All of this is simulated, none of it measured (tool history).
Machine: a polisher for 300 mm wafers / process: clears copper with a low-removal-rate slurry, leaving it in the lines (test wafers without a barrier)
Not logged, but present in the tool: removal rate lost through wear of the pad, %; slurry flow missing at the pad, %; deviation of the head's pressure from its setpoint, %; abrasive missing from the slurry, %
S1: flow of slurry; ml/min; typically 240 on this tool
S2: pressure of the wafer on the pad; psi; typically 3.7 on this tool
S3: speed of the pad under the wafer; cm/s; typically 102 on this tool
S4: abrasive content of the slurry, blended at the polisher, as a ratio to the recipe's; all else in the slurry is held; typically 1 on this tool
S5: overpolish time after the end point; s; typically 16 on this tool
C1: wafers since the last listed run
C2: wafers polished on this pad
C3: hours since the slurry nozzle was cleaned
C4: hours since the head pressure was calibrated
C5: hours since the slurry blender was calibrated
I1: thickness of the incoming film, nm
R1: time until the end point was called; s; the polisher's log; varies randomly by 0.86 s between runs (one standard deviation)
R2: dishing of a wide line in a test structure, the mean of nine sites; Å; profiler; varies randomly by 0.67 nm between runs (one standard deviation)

{"run": 1, "hour": 0.0, "S1": 240, "S2": 3.7, "S3": 102, "S4": 1, "S5": 16, "C1": 0, "C2": 2880, "C3": 479.2, "C4": 373.6, "C5": 255.1, "I1": 325.3, "R1": 88.7, "R2": 318}
{"run": 2, "hour": 96.1, "S1": 240, "S2": 3.7, "S3": 102, "S4": 1, "S5": 16, "C1": 972, "C2": 3853, "C3": 575.3, "C4": 469.7, "C5": 351.2, "I1": 328.6, "R1": 87.8, "R2": 333}
{"hour": 102.8, "done": "slurry nozzle cleaned"}
{"hour": 110.3, "done": "head pressure recalibrated"}
{"run": 3, "hour": 196.8, "S1": 240, "S2": 3.7, "S3": 102, "S4": 1, "S5": 16, "C1": 988, "C2": 4842, "C3": 94, "C4": 86.5, "C5": 451.9, "I1": 331.6, "R1": 88.5, "R2": 327}
{"hour": 235.9, "done": "slurry blender recalibrated"}
{"run": 4, "hour": 284.4, "S1": 240, "S2": 3.7, "S3": 102, "S4": 1, "S5": 16, "C1": 866, "C2": 5708, "C3": 181.6, "C4": 174.1, "C5": 48.5, "I1": 321.3, "R1": 87.6, "R2": 325}
{"hour": 315.7, "done": "worn pad replaced by a new one"}
{"run": 5, "hour": 342.6, "S1": 240, "S2": 3.7, "S3": 102, "S4": 1, "S5": 16, "C1": 548, "C2": 272, "C3": 239.8, "C4": 232.3, "C5": 106.7, "I1": 322.7, "R1": 80, "R2": 343}
{"run": 6, "hour": 442.6, "S1": 240, "S2": 4.3, "S3": 102, "S4": 1.2, "S5": 16, "C1": 1012, "C2": 1284, "C3": 339.8, "C4": 332.3, "C5": 206.7, "I1": 324.9, "R1": 70.8, "R2": 380}
{"run": 7, "hour": 495.2, "S1": 240, "S2": 3.7, "S3": 102, "S4": 1, "S5": 16, "C1": 532, "C2": 1817, "C3": 392.4, "C4": 384.9, "C5": 259.3, "I1": 324.6, "R1": 85.7, "R2": 349}
{"hour": 554.5, "done": "slurry nozzle cleaned"}
{"run": 8, "hour": 567.6, "S1": 240, "S2": 3.7, "S3": 102, "S4": 1, "S5": 16, "C1": 722, "C2": 2539, "C3": 13.1, "C4": 457.3, "C5": 331.7, "I1": 325.9, "R1": 86.4, "R2": 332}
{"run": 9, "hour": 669.2, "S1": 240, "S2": 3.7, "S3": 102, "S4": 1, "S5": 16, "C1": 1028, "C2": 3568, "C3": 114.7, "C4": 558.9, "C5": 433.3, "I1": 320.2, "R1": 85.4, "R2": 321}
{"hour": 685.5, "done": "head pressure recalibrated"}
{"hour": 739.5, "done": "slurry blender recalibrated"}
{"run": 10, "hour": 756.9, "S1": 240, "S2": 3.7, "S3": 102, "S4": 1, "S5": 16, "C1": 847, "C2": 4415, "C3": 202.4, "C4": 71.4, "C5": 17.4, "I1": 326.4, "R1": 87.3, "R2": 322}
{"hour": 799.5, "done": "worn pad replaced by a new one"}
{"run": 11, "hour": 800.0, "S1": 240, "S2": 3.7, "S3": 102, "S4": 1, "S5": 16, "C1": 395, "C2": 4, "C3": 245.5, "C4": 114.5, "C5": 60.5, "I1": 331.7, "R1": 83, "R2": 338}
{"run": 12, "hour": 850.9, "S1": 240, "S2": 3.7, "S3": 102, "S4": 1, "S5": 16, "C1": 515, "C2": 520, "C3": 296.4, "C4": 165.4, "C5": 111.4, "I1": 320.6, "R1": 81.9, "R2": 347}
{"run": 13, "hour": 916.6, "S1": 320, "S2": 3.7, "S3": 102, "S4": 1, "S5": 19, "C1": 664, "C2": 1185, "C3": 362.1, "C4": 231.1, "C5": 177.1, "I1": 323.8, "R1": 82.1, "R2": 394}
{"run": 14, "hour": 1009.0, "S1": 265, "S2": 3.7, "S3": 72, "S4": 1, "S5": 16, "C1": 935, "C2": 2120, "C3": 454.5, "C4": 323.5, "C5": 269.5, "I1": 323.2, "R1": 113.8, "R2": 252}
{"hour": 1043.9, "done": "slurry nozzle cleaned"}
{"run": 15, "hour": 1164.5, "S1": 240, "S2": 3.7, "S3": 102, "S4": 1, "S5": 16, "C1": 1563, "C2": 3684, "C3": 120.6, "C4": 479, "C5": 425, "I1": 327.6, "R1": 89.1, "R2": 317}
{"hour": 1222.3, "done": "slurry blender recalibrated"}
{"run": 16, "hour": 1256.4, "S1": 305, "S2": 3.7, "S3": 102, "S4": 1.15, "S5": 16, "C1": 909, "C2": 4593, "C3": 212.5, "C4": 570.9, "C5": 34.1, "I1": 325.5, "R1": 84.1, "R2": 333}

Expected results for the next run?
{"hour": 1263.3, "done": "head pressure recalibrated"}
{"run": 17, "hour": 1347.6, "S1": 240, "S2": 4.8, "S3": 124, "S4": 1, "S5": 16, "C1": 902, "C2": 5496, "C3": 303.7, "C4": 84.3, "C5": 125.3, "I1": 326.3, "R1": "?", "R2": "?"}

{"run 17": {"R1": 61.7, "R2": 440}}
Were there no unlogged condition in the tool, this run, its random variation unchanged, would have produced R1 54.2 s, R2 484 Å.
